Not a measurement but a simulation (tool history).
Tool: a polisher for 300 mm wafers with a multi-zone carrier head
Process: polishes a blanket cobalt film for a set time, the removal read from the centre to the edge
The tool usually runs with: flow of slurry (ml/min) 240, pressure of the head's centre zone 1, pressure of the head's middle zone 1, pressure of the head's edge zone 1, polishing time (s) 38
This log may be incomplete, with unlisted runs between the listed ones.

| run | hour | flow of slurry (ml/min) | pressure of the head's centre zone | pressure of the head's middle zone | pressure of the head's edge zone | polishing time (s) | wafers since the last listed run | wafers polished on this pad | hours since the slurry nozzle was cleaned | hours since the centre zone pressure was calibrated | hours since the edge zone pressure was calibrated | hours since the carrier head's membrane was replaced | incoming thickness of the incoming film, nm | film removed at the wafer's centre (nm) | film removed at mid-radius (nm) | film removed at the wafer's edge (nm) |
|---|---|---|---|---|---|---|---|---|---|---|---|---|---|---|---|---|
| 1 | 0 | 240 | 1 | 1 | 1 | 38 | 0 | 1026 | 158.4 | 437.8 | 52.5 | 92.3 | 1615.3 | 181.3 | 181.8 | 182.2 |
| 2 | 101.8 | 240 | 1 | 1 | 1 | 38 | 849 | 1875 | 260.2 | 539.6 | 154.3 | 194.1 | 1594.8 | 176.1 | 178.1 | 175.2 |
| 3 | 189.4 | 240 | 1 | 1 | 1 | 38 | 730 | 2606 | 347.8 | 627.2 | 241.9 | 281.7 | 1586.3 | 175.1 | 180.8 | 179.4 |
| 4 | 233 | 240 | 1 | 1 | 1 | 38 | 363 | 2970 | 391.4 | 670.8 | 285.5 | 325.3 | 1607.1 | 173.5 | 178.9 | 179.7 |
|  | 258.4 | worn pad replaced by a new one |
| 5 | 294.8 | 240 | 1 | 1 | 1 | 38 | 482 | 303 | 453.2 | 732.6 | 347.3 | 387.1 | 1575.8 | 173.7 | 174.7 | 180 |
|  | 333.4 | centre zone pressure recalibrated |
| 6 | 371.1 | 240 | 1 | 1 | 1 | 44 | 619 | 923 | 529.5 | 37.7 | 423.6 | 463.4 | 1601.8 | 194.5 | 200.7 | 201.3 |
|  | 387.9 | slurry nozzle cleaned |
|  | 390 | edge zone pressure recalibrated |
| 7 | 475.2 | 240 | 1 | 1 | 1 | 44 | 843 | 1766 | 87.3 | 141.8 | 85.2 | 567.5 | 1585.8 | 207.8 | 212.4 | 211.9 |
| 8 | 549.8 | 240 | 1 | 1 | 1 | 44 | 622 | 2388 | 161.9 | 216.4 | 159.8 | 642.1 | 1564.7 | 210.3 | 209.6 | 211.4 |
| 9 | 613.4 | 280 | 1 | 1 | 1 | 38 | 530 | 2919 | 225.5 | 280 | 223.4 | 705.7 | 1593 | 181.5 | 183.9 | 183.9 |
| 10 | 687.3 | 275 | 1 | 1 | 1 | 38 | 616 | 3535 | 299.4 | 353.9 | 297.3 | 779.6 | 1586.7 | 179.7 | 180.5 | 185 |
|  | 716 | worn pad replaced by a new one |
| 11 | 734.4 | 325 | 0.89 | 1 | 1 | 38 | 359 | 153 | 346.5 | 401 | 344.4 | 826.7 | 1609.4 | 166.3 | 183.1 | 181.1 |
| 12 | 799.6 | 240 | 1 | 1 | 1 | 38 | 543 | 697 | 411.7 | 466.2 | 409.6 | 891.9 | 1572.5 | 174.8 | 176.6 | 177.2 |
|  | 836.2 | edge zone pressure recalibrated |
| 13 | 849.2 | 240 | 1 | 1 | 1 | 38 | 397 | 1094 | 461.3 | 515.8 | 13 | 941.5 | 1574.6 | 174.4 | 175 | 181.2 |
| 14 | 928.3 | 180 | 1 | 1.09 | 1.09 | 47 | 659 | 1753 | 540.4 | 594.9 | 92.1 | 1020.6 | 1600.9 | 206.2 | 223.3 | 223.7 |
| 15 | 1020.4 | 240 | 1.06 | 0.91 | 1.04 | 38 | 768 | 2522 | 632.5 | 687 | 184.2 | 1112.7 | 1595.6 | 182.6 | 160.5 | 179.5 |
|  | 1070.8 | slurry nozzle cleaned |
| 16 | 1088.4 | 275 | 1 | 1 | 0.89 | 47 | 558 | 3080 | 17.6 | 755 | 252.2 | 1180.7 | 1565.7 | 226.4 | 231.8 | 213.3 |
|  | 1145.6 | carrier head's membrane replaced by a new one |
|  | 1169.1 | centre zone pressure recalibrated |
|  | 1173.5 | worn pad replaced by a new one |
| 17 | 1187.5 | 240 | 1 | 1 | 1 | 38 | 734 | 116 | 116.7 | 18.4 | 351.3 | 41.9 | 1580.6 | 181.3 | 178.2 | 181.3 |
|  | 1242 | edge zone pressure recalibrated |
| 18 | 1285.1 | 320 | 1 | 1 | 1 | 33 | 797 | 914 | 214.3 | 116 | 43.1 | 139.5 | 1601.4 | 158.9 | 158.8 | 159.3 |
| 19 | 1353.1 | 240 | 0.97 | 1 | 1 | 30 | 567 | 1481 | 282.3 | 184 | 111.1 | 207.5 | 1594.1 | 132.8 | 142.3 | 139.5 |
| 20 | 1437.9 | 270 | 1.05 | 0.93 | 0.91 | 38 | 707 | 2188 | 367.1 | 268.8 | 195.9 | 292.3 | 1584.7 | 184.8 | 168.2 | 171.3 |
| 21 | 1514.4 | 200 | 1.08 | 1 | 1.11 | 38 | 638 | 2826 | 443.6 | 345.3 | 272.4 | 368.8 | 1597.1 | 179.7 | 169.2 | 183.4 |
| 22 | 1581.3 | 280 | 1 | 1 | 0.91 | 38 | 558 | 3384 | 510.5 | 412.2 | 339.3 | 435.7 | 1616.1 | 177 | 175 | 170.4 |
|  | 1642.8 | slurry nozzle cleaned |
|  | 1658.3 | worn pad replaced by a new one |
|  | 1685.1 | edge zone pressure recalibrated |
| 23 | 1687.7 | 240 | 1 | 1 | 1 | 38 | 829 | 228 | 44.9 | 518.6 | 2.6 | 542.1 | 1559.5 | 184.1 | 184.7 | 180.4 |

Consider 3 possible next runs. They are alternatives, not a sequence: every one starts from the tool as it was left by run 23. What does each give?
| A | 1688.1 | 315 | 1 | 1 | 1 | 38 | 3 | 231 | 45.3 | 519 | 3 | 542.5 | 1593.4 | ? | ? | ? |
| B | 1688.1 | 285 | 1 | 1 | 1.05 | 34 | 3 | 231 | 45.3 | 519 | 3 | 542.5 | 1593.4 | ? | ? | ? |
| C | 1688.1 | 265 | 1 | 0.93 | 1 | 43 | 3 | 231 | 45.3 | 519 | 3 | 542.5 | 1593.4 | ? | ? | ? |

| run | film removed at the wafer's centre (nm) | film removed at mid-radius (nm) | film removed at the wafer's edge (nm) |
|---|---|---|---|
| A | 188.3 | 186.5 | 185.7 |
| B | 166.8 | 165.4 | 169 |
| C | 209.3 | 195.5 | 207.8 |
Stripped of hidden state, with their random variation kept, the same runs would have yielded:
| run | film removed at the wafer's centre (nm) | film removed at mid-radius (nm) | film removed at the wafer's edge (nm) |
|---|---|---|---|
| A | 189.1 | 187.3 | 186.2 |
| B | 167.6 | 166.1 | 169.5 |
| C | 210.4 | 196.4 | 208.5 |
